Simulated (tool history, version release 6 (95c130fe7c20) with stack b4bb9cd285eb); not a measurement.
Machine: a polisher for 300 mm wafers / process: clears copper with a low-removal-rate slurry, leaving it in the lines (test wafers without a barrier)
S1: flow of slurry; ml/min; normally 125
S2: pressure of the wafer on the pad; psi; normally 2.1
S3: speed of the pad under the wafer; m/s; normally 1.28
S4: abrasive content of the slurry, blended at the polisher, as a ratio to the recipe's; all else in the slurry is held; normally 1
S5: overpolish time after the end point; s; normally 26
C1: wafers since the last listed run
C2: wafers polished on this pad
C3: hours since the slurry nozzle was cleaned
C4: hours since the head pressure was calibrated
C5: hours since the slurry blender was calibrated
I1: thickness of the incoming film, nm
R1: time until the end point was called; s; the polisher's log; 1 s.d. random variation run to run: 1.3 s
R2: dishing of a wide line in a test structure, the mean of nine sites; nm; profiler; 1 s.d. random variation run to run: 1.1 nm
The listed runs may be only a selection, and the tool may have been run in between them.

run 1 hour=0 | S1=125 S2=2.1 S3=1.28 S4=1 S5=26 | C1=0 C2=721 C3=214.9 C4=688.9 C5=164.9 | I1=257.1 | R1=93.4 R2=43.7
-- hour=23.5 worn pad replaced by a new one
run 2 hour=81 | S1=125 S2=2.1 S3=1.28 S4=1 S5=26 | C1=853 C2=637 C3=295.9 C4=769.9 C5=245.9 | I1=257.9 | R1=94.8 R2=42.8
-- hour=87.1 slurry blender recalibrated
-- hour=101 worn pad replaced by a new one
run 3 hour=134 | S1=125 S2=2.1 S3=1.28 S4=1 S5=26 | C1=521 C2=366 C3=348.9 C4=822.9 C5=46.9 | I1=252.5 | R1=90.3 R2=43.5
run 4 hour=152.1 | S1=105 S2=1.8 S3=1.28 S4=1 S5=26 | C1=200 C2=567 C3=367 C4=841 C5=65 | I1=257.6 | R1=112.1 R2=36.8
-- hour=158.9 head pressure recalibrated
run 5 hour=178.4 | S1=125 S2=2.1 S3=1.04 S4=1 S5=26 | C1=269 C2=836 C3=393.3 C4=19.5 C5=91.3 | I1=253.6 | R1=115.5 R2=36.1
-- hour=189.5 worn pad replaced by a new one
-- hour=190.1 slurry nozzle cleaned
run 6 hour=205.6 | S1=125 S2=2.1 S3=1.04 S4=1 S5=26 | C1=250 C2=172 C3=15.5 C4=46.7 C5=118.5 | I1=257.2 | R1=117.5 R2=34.5
run 7 hour=229.7 | S1=125 S2=2.4 S3=1.28 S4=1 S5=26 | C1=267 C2=439 C3=39.6 C4=70.8 C5=142.6 | I1=257.3 | R1=78.7 R2=48
run 8 hour=255.1 | S1=125 S2=2.1 S3=1.28 S4=1 S5=26 | C1=281 C2=720 C3=65 C4=96.2 C5=168 | I1=256.3 | R1=92.9 R2=41.6
run 9 hour=269.3 | S1=85 S2=2.1 S3=1.28 S4=1 S5=12 | C1=157 C2=878 C3=79.2 C4=110.4 C5=182.2 | I1=252.9 | R1=97.3 R2=21.8
-- hour=284.1 worn pad replaced by a new one
run 10 hour=293 | S1=125 S2=2.7 S3=1.58 S4=0.85 S5=26 | C1=218 C2=98 C3=102.9 C4=134.1 C5=205.9 | I1=257.5 | R1=60.2 R2=59.7
-- hour=347 slurry blender recalibrated
-- hour=366.1 worn pad replaced by a new one
run 11 hour=366.6 | S1=135 S2=2.1 S3=1.28 S4=0.7 S5=33 | C1=749 C2=5 C3=176.5 C4=207.7 C5=19.6 | I1=258.4 | R1=99.2 R2=50.7
run 12 hour=375.3 | S1=125 S2=2.1 S3=1.28 S4=1.3 S5=13 | C1=96 C2=102 C3=185.2 C4=216.4 C5=28.3 | I1=250.8 | R1=85.8 R2=25.3
run 13 hour=391.5 | S1=125 S2=2.7 S3=1.1 S4=1 S5=26 | C1=179 C2=281 C3=201.4 C4=232.6 C5=44.5 | I1=255.1 | R1=84.8 R2=45.3
run 14 hour=414.7 | S1=95 S2=1.8 S3=1.42 S4=0.75 S5=26 | C1=257 C2=539 C3=224.6 C4=255.8 C5=67.7 | I1=251.4 | R1=105.4 R2=36.4
run 15 hour=444 | S1=125 S2=2.1 S3=1.28 S4=1 S5=26 | C1=324 C2=864 C3=253.9 C4=285.1 C5=97 | I1=259.1 | R1=94.9 R2=43.3

Branching from run 15: 4 alternative next runs. What would each branch give?
run A hour=444.5 | S1=125 S2=2.8 S3=1.28 S4=1 S5=26 | C1=5 C2=869 C3=254.4 C4=285.6 C5=97.5 | I1=259 | R1=? R2=?
run B hour=444.5 | S1=125 S2=2.1 S3=1.28 S4=1.2 S5=26 | C1=5 C2=869 C3=254.4 C4=285.6 C5=97.5 | I1=259 | R1=? R2=?
run C hour=444.5 | S1=125 S2=1.5 S3=0.88 S4=1 S5=26 | C1=5 C2=869 C3=254.4 C4=285.6 C5=97.5 | I1=259 | R1=? R2=?
run D hour=444.5 | S1=85 S2=2.3 S3=1.28 S4=1 S5=26 | C1=5 C2=869 C3=254.4 C4=285.6 C5=97.5 | I1=259 | R1=? R2=?

run=A R1=70.8 R2=55.2
run=B R1=90.7 R2=44.3
run=C R1=192.1 R2=23.1
run=D R1=91.5 R2=44.4
Without the tool's unlogged condition, the same runs would have read:
run=A R1=70.8 R2=55.2
run=B R1=90.7 R2=44.3
run=C R1=192.1 R2=23.1
run=D R1=91.5 R2=44.4
